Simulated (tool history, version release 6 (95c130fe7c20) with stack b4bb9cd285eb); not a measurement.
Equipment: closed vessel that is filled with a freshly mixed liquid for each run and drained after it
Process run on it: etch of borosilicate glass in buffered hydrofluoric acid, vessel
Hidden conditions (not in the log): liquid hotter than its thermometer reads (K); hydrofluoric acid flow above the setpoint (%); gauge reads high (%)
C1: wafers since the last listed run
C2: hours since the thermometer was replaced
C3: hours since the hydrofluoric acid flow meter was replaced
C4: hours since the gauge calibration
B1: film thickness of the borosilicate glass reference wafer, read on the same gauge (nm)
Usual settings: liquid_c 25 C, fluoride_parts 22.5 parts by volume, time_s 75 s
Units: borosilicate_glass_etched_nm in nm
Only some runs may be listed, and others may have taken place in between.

Run 1, hour 0: usual settings but fluoride_parts 25 parts by volume, time_s 55 s; C1 0; C2 855.7; C3 2037.9; C4 42.4; B1 69.98. Result: borosilicate_glass_etched_nm 33.12 nm.
Run 2, hour 56: usual settings but fluoride_parts 25 parts by volume, time_s 55 s; C1 4984; C2 911.7; C3 2093.9; C4 98.4; B1 70. Result: borosilicate_glass_etched_nm 33.21 nm.
Run 3, hour 89.5: usual settings; C1 2982; C2 945.2; C3 2127.4; C4 131.9; B1 70.01. Result: borosilicate_glass_etched_nm 48.54 nm.
Run 4, hour 136.1: usual settings; C1 4148; C2 991.8; C3 2174; C4 178.5; B1 70.01. Result: borosilicate_glass_etched_nm 48.4 nm.
Run 5, hour 164: usual settings but time_s 60 s; C1 2483; C2 1019.7; C3 2201.9; C4 206.4; B1 70.01. Result: borosilicate_glass_etched_nm 38.85 nm.
Run 6, hour 235.9: usual settings but time_s 60 s; C1 6400; C2 1091.6; C3 2273.8; C4 278.3; B1 69.99. Result: borosilicate_glass_etched_nm 39.41 nm.
Run 7, hour 273.4: usual settings but time_s 85 s; C1 3338; C2 1129.1; C3 2311.3; C4 315.8; B1 70. Result: borosilicate_glass_etched_nm 55.28 nm.
Run 8, hour 342.9: usual settings but fluoride_parts 27.5 parts by volume; C1 6186; C2 1198.6; C3 2380.8; C4 385.3; B1 70. Result: borosilicate_glass_etched_nm 42.64 nm.
At hour 352.5: hydrofluoric acid flow meter replaced.
Run 9, hour 376.8: usual settings but liquid_c 21.5 C, fluoride_parts 14 parts by volume, time_s 40 s; C1 2928; C2 1232.5; C3 24.3; C4 419.2; B1 70.01. Result: borosilicate_glass_etched_nm 31.22 nm.
At hour 395.6: gauge calibrated.
Run 10, hour 405.2: usual settings but liquid_c 27 C, fluoride_parts 26 parts by volume; C1 2528; C2 1260.9; C3 52.7; C4 9.6; B1 70. Result: borosilicate_glass_etched_nm 45.91 nm.
Run 11, hour 433.5: usual settings but fluoride_parts 19 parts by volume; C1 2519; C2 1289.2; C3 81; C4 37.9; B1 70.01. Result: borosilicate_glass_etched_nm 51.91 nm.
Run 12, hour 458.5: usual settings but liquid_c 23.5 C, fluoride_parts 28 parts by volume, time_s 110 s; C1 2225; C2 1314.2; C3 106; C4 62.9; B1 70. Result: borosilicate_glass_etched_nm 52.86 nm.
At hour 480.7: thermometer replaced.
Run 13, hour 522.3: usual settings; C1 5590; C2 41.6; C3 169.8; C4 126.7; B1 70.01. Result: borosilicate_glass_etched_nm 45.98 nm.
Run 14, hour 592: usual settings but time_s 110 s; C1 6204; C2 111.3; C3 239.5; C4 196.4; B1 70.01. Result: borosilicate_glass_etched_nm 67.15 nm.
Run 15, hour 620.2: usual settings; C1 2510; C2 139.5; C3 267.7; C4 224.6; B1 70. Result: borosilicate_glass_etched_nm 45.89 nm.

Predict each of these 5 candidate next runs independently; none follows another, all start after run 15:
Run A, hour 620.9: usual settings; C1 62; C2 140.2; C3 268.4; C4 225.3; B1 ?. Result: borosilicate_glass_etched_nm ?.
Run B, hour 620.9: usual settings but fluoride_parts 17.5 parts by volume, time_s 115 s; C1 62; C2 140.2; C3 268.4; C4 225.3; B1 ?. Result: borosilicate_glass_etched_nm ?.
Run C, hour 620.9: usual settings but liquid_c 22.5 C, fluoride_parts 25 parts by volume, time_s 55 s; C1 62; C2 140.2; C3 268.4; C4 225.3; B1 ?. Result: borosilicate_glass_etched_nm ?.
Run D, hour 620.9: usual settings but liquid_c 29.5 C, fluoride_parts 14.5 parts by volume, time_s 35 s; C1 62; C2 140.2; C3 268.4; C4 225.3; B1 ?. Result: borosilicate_glass_etched_nm ?.
Run E, hour 620.9: usual settings but liquid_c 26.5 C, time_s 50 s; C1 62; C2 140.2; C3 268.4; C4 225.3; B1 ?. Result: borosilicate_glass_etched_nm ?.

run  B1  borosilicate_glass_etched_nm
  A  70                         45.92
  B  70                         87.73
  C  70                         27.35
  D  70                         40.76
  E  70                         33.16
What these runs would have given with no unlogged condition in the tool:
run  borosilicate_glass_etched_nm
  A                         45.27
  B                         85.96
  C                         26.96
  D                         39.94
  E                         32.69
